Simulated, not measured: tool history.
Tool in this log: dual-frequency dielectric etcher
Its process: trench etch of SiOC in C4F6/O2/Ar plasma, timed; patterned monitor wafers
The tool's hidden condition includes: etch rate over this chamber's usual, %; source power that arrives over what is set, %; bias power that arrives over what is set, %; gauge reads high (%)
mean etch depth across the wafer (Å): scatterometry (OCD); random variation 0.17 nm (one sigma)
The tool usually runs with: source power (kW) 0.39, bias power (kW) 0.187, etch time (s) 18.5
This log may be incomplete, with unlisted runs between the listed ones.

run	hour	source power (kW)	bias power (kW)	etch time (s)	wafers since the last listed run	hours since the last wet clean	hours since the last source power generator calibration	hours since the last bias power generator calibration	hours since the last upper electrode change	hours since the gauge calibration	read-back reference wafer on the same gauge, depth_nm	mean etch depth across the wafer (Å)
1	0	0.39	0.187	18.5	0	53.6	1597.9	2881.2	4095.2	34.6	41.64	373.9
2	226	0.39	0.187	18.5	3092	279.6	1823.9	3107.2	4321.2	260.6	41.54	373.4
3	294.2	0.39	0.187	18.5	933	347.8	1892.1	3175.4	4389.4	328.8	41.55	370.6
# hour 347.4: wet clean of the chamber
4	347.9	0.39	0.187	18.5	406	0.5	1945.8	3229.1	4443.1	382.5	41.43	374
# hour 373.7: source power generator calibrated
5	389.7	0.32	0.187	18.5	517	42.3	16	3270.9	4484.9	424.3	41.49	333.3
# hour 423.1: bias power generator calibrated
# hour 423.9: upper electrode replaced
6	489.7	0.39	0.215	18.5	1302	142.3	116	66.6	65.8	524.3	41.05	392.9
7	555.9	0.39	0.187	18.5	905	208.5	182.2	132.8	132	590.5	41.01	369.2
8	609.6	0.46	0.187	18.5	734	262.2	235.9	186.5	185.7	644.2	40.98	400.8
9	693.1	0.39	0.224	20	1142	345.7	319.4	270	269.2	727.7	40.66	424.5
10	731.3	0.32	0.187	13.5	522	383.9	357.6	308.2	307.4	765.9	40.57	240.7
# hour 775.6: wet clean of the chamber
# hour 786: gauge calibrated
11	794.8	0.39	0.187	23	540	19.2	421.1	371.7	370.9	8.8	41.43	463.8
12	883	0.39	0.187	18.5	1206	107.4	509.3	459.9	459.1	97	41.4	371.5
13	931.2	0.39	0.187	18.5	659	155.6	557.5	508.1	507.3	145.2	41.24	373.8
14	988.9	0.49	0.174	14.5	789	213.3	615.2	565.8	565	202.9	41.25	317.9

Below, each run's measurement less what the same run would have read without the hidden state. Both values contain the same run-to-run variation, but the gauge's scatter may not be the same in both:
run	mean etch depth across the wafer (Å)
1	+3.3
2	+2.3
3	+1.6
4	+1
5	+0.4
6	-1.2
7	-2.4
8	-3.7
9	-6.2
10	-4.1
11	+0.7
12	+0.4
13	+0.2
14	+0
